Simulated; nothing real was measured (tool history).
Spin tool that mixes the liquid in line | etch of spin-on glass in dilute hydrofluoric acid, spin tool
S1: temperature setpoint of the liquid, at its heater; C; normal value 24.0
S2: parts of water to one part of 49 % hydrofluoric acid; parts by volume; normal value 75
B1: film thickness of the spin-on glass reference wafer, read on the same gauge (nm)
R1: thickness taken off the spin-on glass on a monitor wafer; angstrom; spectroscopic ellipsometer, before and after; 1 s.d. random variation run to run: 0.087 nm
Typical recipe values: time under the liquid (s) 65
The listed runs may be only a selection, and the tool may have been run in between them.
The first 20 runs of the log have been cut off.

run 21 hour=1165.7 | S1=28.0 S2=45 time_under_the_liquid_(s)=75 | B1=60.00 | R1=662.2
run 22 hour=1224.1 | S1=20.5 S2=75 time_under_the_liquid_(s)=65 | B1=59.98 | R1=243.3
run 23 hour=1286.9 | S1=24.0 S2=110 time_under_the_liquid_(s)=65 | B1=60.02 | R1=182.9
run 24 hour=1354.6 | S1=21.5 S2=90 time_under_the_liquid_(s)=65 | B1=59.97 | R1=208.2
-- hour=1371.2 hydrofluoric acid flow meter replaced
run 25 hour=1388.5 | S1=28.0 S2=75 time_under_the_liquid_(s)=35 | B1=59.98 | R1=178.0
run 26 hour=1424.1 | S1=27.0 S2=35 time_under_the_liquid_(s)=55 | B1=60.00 | R1=609.5
run 27 hour=1481.4 | S1=24.0 S2=60 time_under_the_liquid_(s)=35 | B1=60.01 | R1=194.0
run 28 hour=1619.6 | S1=24.0 S2=75 time_under_the_liquid_(s)=65 | B1=60.00 | R1=282.3
run 29 hour=1724.5 | S1=21.0 S2=100 time_under_the_liquid_(s)=90 | B1=60.01 | R1=250.3
run 30 hour=1771.4 | S1=27.0 S2=75 time_under_the_liquid_(s)=100 | B1=59.98 | R1=490.3
run 31 hour=1837.1 | S1=28.5 S2=60 time_under_the_liquid_(s)=95 | B1=59.99 | R1=629.2
run 32 hour=1869.7 | S1=28.0 S2=45 time_under_the_liquid_(s)=75 | B1=60.02 | R1=661.6
run 33 hour=1907.0 | S1=19.5 S2=75 time_under_the_liquid_(s)=80 | B1=60.01 | R1=288.3
run 34 hour=1953.1 | S1=24.0 S2=75 time_under_the_liquid_(s)=65 | B1=60.02 | R1=283.4

4 ways to go on from here, each from the tool as it stands after run 34. What would each give?
run A hour=1953.5 | S1=29.0 S2=75 time_under_the_liquid_(s)=65 | B1=? | R1=?
run B hour=1953.5 | S1=21.5 S2=110 time_under_the_liquid_(s)=75 | B1=? | R1=?
run C hour=1953.5 | S1=24.0 S2=75 time_under_the_liquid_(s)=95 | B1=? | R1=?
run D hour=1953.5 | S1=26.0 S2=75 time_under_the_liquid_(s)=65 | B1=? | R1=?

run=A B1=59.99 R1=344.3
run=B B1=59.99 R1=192.7
run=C B1=59.99 R1=413.0
run=D B1=59.99 R1=306.1
Without the tool's hidden state the same runs would have given:
run=A R1=344.3
run=B R1=192.7
run=C R1=413.0
run=D R1=306.1
